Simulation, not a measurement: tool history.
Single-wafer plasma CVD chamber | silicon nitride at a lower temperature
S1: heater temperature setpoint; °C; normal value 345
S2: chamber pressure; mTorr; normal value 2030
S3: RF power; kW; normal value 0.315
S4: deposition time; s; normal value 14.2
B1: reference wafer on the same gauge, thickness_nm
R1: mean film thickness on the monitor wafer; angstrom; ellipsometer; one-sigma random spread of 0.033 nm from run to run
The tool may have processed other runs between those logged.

Run 1, hour 0: usual settings; B1 17.302. Result: R1 141.47 angstrom.
Run 2, hour 50.3: usual settings; B1 17.301. Result: R1 141.27 angstrom.
At hour 101.5: thermocouple changed; heater temperature recalibrated.
Run 3, hour 102: usual settings; B1 17.3. Result: R1 141.76 angstrom.
Run 4, hour 153.8: usual settings; B1 17.307. Result: R1 140.88 angstrom.
Run 5, hour 185.4: usual settings; B1 17.295. Result: R1 140.26 angstrom.
At hour 215.6: capacitance manometer re-zeroed and calibrated.
Run 6, hour 216.1: usual settings; B1 17.302. Result: R1 144.25 angstrom.
At hour 227.5: RF generator calibrated.
Run 7, hour 281.3: usual settings; B1 17.304. Result: R1 144.51 angstrom.
Run 8, hour 311.6: usual settings but S2 2150 mTorr, S3 0.285 kW; B1 17.293. Result: R1 137.64 angstrom.
Run 9, hour 344.5: usual settings but S1 335 °C, S4 16.1 s; B1 17.302. Result: R1 164.55 angstrom.
At hour 366.4: showerhead replaced.
Run 10, hour 409.6: usual settings but S1 360 °C, S2 1850 mTorr, S3 0.345 kW, S4 12.1 s; B1 17.301. Result: R1 125.65 angstrom.
Run 11, hour 480.1: usual settings but S1 354 °C, S3 0.37 kW; B1 17.301. Result: R1 158.49 angstrom.
Run 12, hour 507.6: usual settings; B1 17.304. Result: R1 144.09 angstrom.
Run 13, hour 533.3: usual settings but S1 354 °C, S2 2430 mTorr, S3 0.29 kW, S4 15.5 s; B1 17.299. Result: R1 157.23 angstrom.
At hour 570.4: gauge calibrated.
Run 14, hour 597.9: usual settings but S1 353 °C, S2 2440 mTorr, S3 0.375 kW, S4 15.5 s; B1 17.298. Result: R1 184.91 angstrom.
Run 15, hour 756.5: usual settings; B1 17.299. Result: R1 143.74 angstrom.
Run 16, hour 828.3: usual settings; B1 17.307. Result: R1 143.66 angstrom.
Run 17, hour 868.9: usual settings; B1 17.299. Result: R1 143.72 angstrom.
Run 18, hour 913.5: usual settings but S1 336 °C, S2 2210 mTorr, S3 0.255 kW; B1 17.3. Result: R1 128.37 angstrom.
Run 19, hour 964.1: usual settings but S2 2270 mTorr, S4 16.7 s; B1 17.302. Result: R1 175.05 angstrom.
Run 20, hour 1024.4: usual settings; B1 17.298. Result: R1 142.67 angstrom.
Run 21, hour 1052.1: usual settings but S3 0.355 kW, S4 13.4 s; B1 17.306. Result: R1 146.21 angstrom.
Run 22, hour 1109.9: usual settings but S2 2180 mTorr, S4 17 s; B1 17.296. Result: R1 175.77 angstrom.
Run 23, hour 1158.6: usual settings but S2 1720 mTorr, S3 0.38 kW; B1 17.303. Result: R1 151.41 angstrom.
Run 24, hour 1230.1: usual settings but S3 0.34 kW, S4 12.5 s; B1 17.301. Result: R1 131.83 angstrom.
Run 25, hour 1265.2: usual settings; B1 17.303. Result: R1 142.39 angstrom.
Run 26, hour 1309.3: usual settings but S1 340 °C, S2 2400 mTorr, S4 12.1 s; B1 17.301. Result: R1 128.28 angstrom.
Run 27, hour 1350: usual settings but S1 334 °C, S2 1520 mTorr; B1 17.3. Result: R1 128.51 angstrom.
Run 28, hour 1378.1: usual settings but S2 2210 mTorr; B1 17.293. Result: R1 145.81 angstrom.

Below are 4 alternative next runs, each starting from the tool's condition after run 28. Predict each:
Run A, hour 1378.5: usual settings but S2 2260 mTorr; B1 ?. Result: R1 ?.
Run B, hour 1378.5: usual settings but S4 12.9 s; B1 ?. Result: R1 ?.
Run C, hour 1378.5: usual settings but S1 331 °C, S2 2470 mTorr, S4 16.6 s; B1 ?. Result: R1 ?.
Run D, hour 1378.5: usual settings but S1 354 °C, S2 1560 mTorr, S3 0.275 kW, S4 12.1 s; B1 ?. Result: R1 ?.

run      B1      R1
  A  17.298  146.95
  B  17.298  129.03
  C  17.298  177.42
  D  17.298  100.18
Without the tool's hidden state the same runs would have given:
run      R1
  A  148.91
  B  130.78
  C  179.46
  D  101.66

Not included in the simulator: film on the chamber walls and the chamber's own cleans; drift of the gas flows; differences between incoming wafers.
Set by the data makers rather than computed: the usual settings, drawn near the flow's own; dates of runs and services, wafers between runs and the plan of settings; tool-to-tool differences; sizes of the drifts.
